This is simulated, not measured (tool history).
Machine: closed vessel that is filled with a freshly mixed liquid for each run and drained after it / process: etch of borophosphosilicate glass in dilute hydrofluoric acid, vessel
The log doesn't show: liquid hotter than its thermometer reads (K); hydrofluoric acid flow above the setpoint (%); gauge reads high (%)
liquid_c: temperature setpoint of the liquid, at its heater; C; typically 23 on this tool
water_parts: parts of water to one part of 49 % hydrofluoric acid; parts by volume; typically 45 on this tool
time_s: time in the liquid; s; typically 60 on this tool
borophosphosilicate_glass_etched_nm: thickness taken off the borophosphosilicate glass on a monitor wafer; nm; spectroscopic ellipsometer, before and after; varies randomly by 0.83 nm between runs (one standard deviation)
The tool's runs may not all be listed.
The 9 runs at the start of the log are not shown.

run   hour  liquid_c  water_parts  time_s  wafers since the last listed run  hours since the thermometer was replaced  hours since the hydrofluoric acid flow meter was replaced  hours since the gauge calibration  read-back film thickness of the borophosphosilicate glass reference wafer, read on the same gauge (nm)  borophosphosilicate_glass_etched_nm
 10  271.1        21           45      75                              3096                                      1385                                                      450.2                              579.4                                                                                                   29.94                               110.15
 11  285.9        23           45      60                              1464                                    1399.8                                                        465                              594.2                                                                                                   30.07                                94.85
 12  298.7        23           45      60                              1266                                    1412.6                                                      477.8                                607                                                                                                   30.05                                96.21
 13  320.3        23           45      60                              2136                                    1434.2                                                      499.4                              628.6                                                                                                   30.04                                94.87
 14  353.8        23           45      85                              3314                                    1467.7                                                      532.9                              662.1                                                                                                   30.04                               133.81
     358.9  -- gauge calibrated
 15  375.9        23           45      85                              2186                                    1489.8                                                        555                                 17                                                                                                   29.98                               138.15
 16  404.4        23           45      60                              2819                                    1518.3                                                      583.5                               45.5                                                                                                   30.01                                95.21
 17  422.1        28           50      35                              1751                                      1536                                                      601.2                               63.2                                                                                                   30.04                                60.86
 18  437.4        21           45      60                              1513                                    1551.3                                                      616.5                               78.5                                                                                                   30.04                                88.56
 19  463.3        23           45      60                              2562                                    1577.2                                                      642.4                              104.4                                                                                                   30.03                                97.29
 20  477.3        23           50      70                              1384                                    1591.2                                                      656.4                              118.4                                                                                                   29.98                               100.22
     497.1  -- hydrofluoric acid flow meter replaced
 21  502.6      26.5           55      85                              2403                                    1616.5                                                        5.5                              143.7                                                                                                      30                               128.63
 22  530.2        23           30      30                              2730                                    1644.1                                                       33.1                              171.3                                                                                                   29.99                                74.75
     532.8  -- thermometer replaced
 23  548.1        19           45      60                              1671                                      15.3                                                         51                              189.2                                                                                                   30.04                                73.64
 24  562.1        23           45      40                              1384                                      29.3                                                         65                              203.2                                                                                                   30.02                                58.83
 25  574.8        23           45      60                              1256                                        42                                                       77.7                              215.9                                                                                                   30.07                                87.42
 26  597.2        26           45      60                              2215                                      64.4                                                      100.1                              238.3                                                                                                   29.96                                98.64
 27  627.1        23           45      60                              2957                                      94.3                                                        130                              268.2                                                                                                      30                                85.93
 28  646.6        19           30      80                              1929                                     113.8                                                      149.5                              287.7                                                                                                   30.04                                150.3
 29  660.3        23           45      75                              1355                                     127.5                                                      163.2                              301.4                                                                                                   29.97                               106.76
 30    675        23           45      60                              1454                                     142.2                                                      177.9                              316.1                                                                                                   29.96                                85.41
 31  696.5        23           65      60                              2126                                     163.7                                                      199.4                              337.6                                                                                                   30.01                                58.61
 32  725.3      26.5           45      80                              2849                                     192.5                                                      228.2                              366.4                                                                                                   29.98                               133.52
 33  738.7        23           45      60                              1325                                     205.9                                                      241.6                              379.8                                                                                                      30                                   86

Forecast each of these 3 alternatives for the next run:
  A  739.4        23           45      80                                69                                     206.6                                                      242.3                              380.5                                                                                                       ?                                    ?
  B  739.4      26.5           45      85                                69                                     206.6                                                      242.3                              380.5                                                                                                       ?                                    ?
  C  739.4        23           60      60                                69                                     206.6                                                      242.3                              380.5                                                                                                       ?                                    ?

run  read-back film thickness of the borophosphosilicate glass reference wafer, read on the same gauge (nm)  borophosphosilicate_glass_etched_nm
  A                                                                                                   30.03                               116.69
  B                                                                                                   30.03                               143.11
  C                                                                                                   30.03                                64.37
With no hidden state in the tool, these same runs would have given:
run  borophosphosilicate_glass_etched_nm
  A                               115.15
  B                               141.26
  C                                63.53
